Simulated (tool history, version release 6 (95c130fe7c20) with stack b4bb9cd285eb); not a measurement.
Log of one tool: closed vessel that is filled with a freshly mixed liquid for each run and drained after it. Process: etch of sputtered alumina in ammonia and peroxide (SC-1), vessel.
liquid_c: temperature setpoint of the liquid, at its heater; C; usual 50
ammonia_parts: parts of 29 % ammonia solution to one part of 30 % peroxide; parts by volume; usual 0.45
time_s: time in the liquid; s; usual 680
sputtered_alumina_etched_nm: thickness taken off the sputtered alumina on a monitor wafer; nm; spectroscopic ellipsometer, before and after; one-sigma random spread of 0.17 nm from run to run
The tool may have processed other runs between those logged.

run,hour,liquid_c,ammonia_parts,time_s,"read-back film thickness of the sputtered alumina reference wafer, read on the same gauge (nm)",sputtered_alumina_etched_nm
1,0,50,0.45,680,30.05,50.22
2,15.1,50,0.45,680,30,50.06
# hour 21.8: gauge calibrated
3,22.8,57,0.45,680,29.98,73.29
4,31.6,50,0.3,680,30,48.21
5,41.4,57,0.45,505,30.01,54.57
# hour 49.2: new drum of ammonia solution connected
6,57.1,50,0.45,680,30.01,50.45
# hour 66.1: ammonia flow meter replaced
7,67.1,50,0.45,680,29.99,50.59
8,76.4,50,0.45,680,30.02,50.57
9,86.3,45.5,0.55,410,30.02,24.19
10,102,50,0.45,680,30.02,50.77
11,119.9,50,0.45,680,30.01,50.67
12,127.9,54,0.55,330,29.95,31.24
13,135.2,53.5,0.6,940,30,87.19
14,143.1,59,0.55,830,30.01,101.18
15,158,53.5,0.3,680,30.02,58.85
16,172.1,50,0.45,680,29.99,50.82
17,187,50,0.45,680,29.96,51.22
18,204.3,50,0.6,470,29.99,36.34
19,213,57,0.35,680,29.98,72.73
20,224.8,56,0.3,885,30.02,87.65
21,232.9,55.5,0.35,1085,30.03,107.21
22,240.5,50,0.6,680,29.99,52.04
23,250.6,50,0.45,680,29.98,51.28
24,268,50,0.3,925,30,66.91
25,275.6,42.5,0.65,680,29.96,34.62
26,293.2,57.5,0.65,945,30.03,109.64
27,299.3,50,0.45,680,29.96,51.21
28,314.5,50,0.45,680,29.94,50.89

Here are 5 independent what-if runs from the current tool condition. What would each one return?
A,315.3,50,0.45,680,?,?
B,315.3,46,0.6,280,?,?
C,315.3,59,0.4,395,?,?
D,315.3,50,0.45,410,?,?
E,315.3,42.5,0.4,845,?,?

run,"read-back film thickness of the sputtered alumina reference wafer, read on the same gauge (nm)",sputtered_alumina_etched_nm
A,29.96,51.03
B,29.96,17.29
C,29.96,47.32
D,29.96,30.77
E,29.96,41.09
With no hidden state in the tool, these same runs would have given:
run,sputtered_alumina_etched_nm
A,50.06
B,16.95
C,46.47
D,30.18
E,40.27
